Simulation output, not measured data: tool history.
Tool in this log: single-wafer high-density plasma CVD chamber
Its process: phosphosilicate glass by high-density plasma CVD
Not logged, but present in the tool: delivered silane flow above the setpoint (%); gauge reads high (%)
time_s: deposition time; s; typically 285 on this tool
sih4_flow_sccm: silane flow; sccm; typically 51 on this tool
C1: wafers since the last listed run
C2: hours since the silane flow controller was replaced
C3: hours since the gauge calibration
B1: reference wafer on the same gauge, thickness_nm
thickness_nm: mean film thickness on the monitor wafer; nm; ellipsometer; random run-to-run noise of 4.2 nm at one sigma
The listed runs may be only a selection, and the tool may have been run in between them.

Run 1, hour 0: usual settings; C1 0; C2 2427.4; C3 231.1; B1 1670.889. Result: thickness_nm 1329.144 nm.
Run 2, hour 15.5: usual settings but time_s 312 s; C1 108; C2 2442.9; C3 246.6; B1 1670.99. Result: thickness_nm 1449.218 nm.
Run 3, hour 44.2: usual settings but sih4_flow_sccm 57 sccm; C1 201; C2 2471.6; C3 275.3; B1 1669.315. Result: thickness_nm 1474.796 nm.
Run 4, hour 58: usual settings but sih4_flow_sccm 57 sccm; C1 96; C2 2485.4; C3 289.1; B1 1670.573. Result: thickness_nm 1483.31 nm.
Run 5, hour 71.1: usual settings but time_s 266 s; C1 91; C2 2498.5; C3 302.2; B1 1669.792. Result: thickness_nm 1233.697 nm.
Run 6, hour 103.4: usual settings; C1 226; C2 2530.8; C3 334.5; B1 1668.742. Result: thickness_nm 1330.879 nm.
Run 7, hour 132.7: usual settings; C1 205; C2 2560.1; C3 363.8; B1 1670.483. Result: thickness_nm 1318.635 nm.
Run 8, hour 163.3: usual settings; C1 214; C2 2590.7; C3 394.4; B1 1669.837. Result: thickness_nm 1315.393 nm.
Run 9, hour 190.8: usual settings but time_s 314 s; C1 192; C2 2618.2; C3 421.9; B1 1671.025. Result: thickness_nm 1452.776 nm.
Run 10, hour 222.4: usual settings but time_s 314 s; C1 221; C2 2649.8; C3 453.5; B1 1670.26. Result: thickness_nm 1459.653 nm.
Run 11, hour 247.7: usual settings but time_s 314 s; C1 177; C2 2675.1; C3 478.8; B1 1670.813. Result: thickness_nm 1452.12 nm.
Run 12, hour 274.3: usual settings; C1 186; C2 2701.7; C3 505.4; B1 1670.232. Result: thickness_nm 1314.831 nm.
Run 13, hour 288.4: usual settings but time_s 245 s; C1 98; C2 2715.8; C3 519.5; B1 1671.03. Result: thickness_nm 1130.525 nm.
Run 14, hour 307.7: usual settings but sih4_flow_sccm 44 sccm; C1 135; C2 2735.1; C3 538.8; B1 1668.516. Result: thickness_nm 1135.742 nm.
Run 15, hour 329.2: usual settings but time_s 235 s, sih4_flow_sccm 61 sccm; C1 150; C2 2756.6; C3 560.3; B1 1669.98. Result: thickness_nm 1293.144 nm.
At hour 339.4: silane flow controller replaced.
Run 16, hour 397.5: usual settings; C1 422; C2 58.1; C3 628.6; B1 1671.23. Result: thickness_nm 1399.678 nm.
Run 17, hour 419.6: usual settings but time_s 339 s, sih4_flow_sccm 61 sccm; C1 155; C2 80.2; C3 650.7; B1 1669.149. Result: thickness_nm 1994.669 nm.
At hour 449.5: gauge calibrated.
Run 18, hour 450.4: usual settings but sih4_flow_sccm 58 sccm; C1 216; C2 111; C3 0.9; B1 1670.485. Result: thickness_nm 1592.416 nm.
Run 19, hour 484.5: usual settings but time_s 258 s, sih4_flow_sccm 46 sccm; C1 239; C2 145.1; C3 35; B1 1668.911. Result: thickness_nm 1147.162 nm.
Run 20, hour 498.7: usual settings but sih4_flow_sccm 44 sccm; C1 99; C2 159.3; C3 49.2; B1 1669.041. Result: thickness_nm 1196.976 nm.
Run 21, hour 524.4: usual settings but time_s 266 s; C1 180; C2 185; C3 74.9; B1 1669.712. Result: thickness_nm 1301.757 nm.
Run 22, hour 539.2: usual settings; C1 103; C2 199.8; C3 89.7; B1 1670.151. Result: thickness_nm 1397.964 nm.
Run 23, hour 557.9: usual settings but time_s 302 s; C1 131; C2 218.5; C3 108.4; B1 1669.851. Result: thickness_nm 1470.841 nm.
Run 24, hour 586.1: usual settings but time_s 231 s, sih4_flow_sccm 44 sccm; C1 197; C2 246.7; C3 136.6; B1 1669.719. Result: thickness_nm 971.737 nm.
Run 25, hour 605.7: usual settings; C1 137; C2 266.3; C3 156.2; B1 1670.03. Result: thickness_nm 1384.426 nm.

What if the next run were any one of these 3? Each begins from the tool's condition after run 25:
Run A, hour 606.2: usual settings but time_s 261 s; C1 3; C2 266.8; C3 156.7; B1 ?. Result: thickness_nm ?.
Run B, hour 606.2: usual settings but time_s 305 s, sih4_flow_sccm 59 sccm; C1 3; C2 266.8; C3 156.7; B1 ?. Result: thickness_nm ?.
Run C, hour 606.2: usual settings but sih4_flow_sccm 47 sccm; C1 3; C2 266.8; C3 156.7; B1 ?. Result: thickness_nm ?.

run        B1  thickness_nm
  A  1669.605      1277.094
  B  1669.605       1726.49
  C  1669.605      1285.153
Take away the tool's hidden state, keep each run's random variation, and the runs would have read:
run  thickness_nm
  A      1290.353
  B      1744.414
  C      1298.495
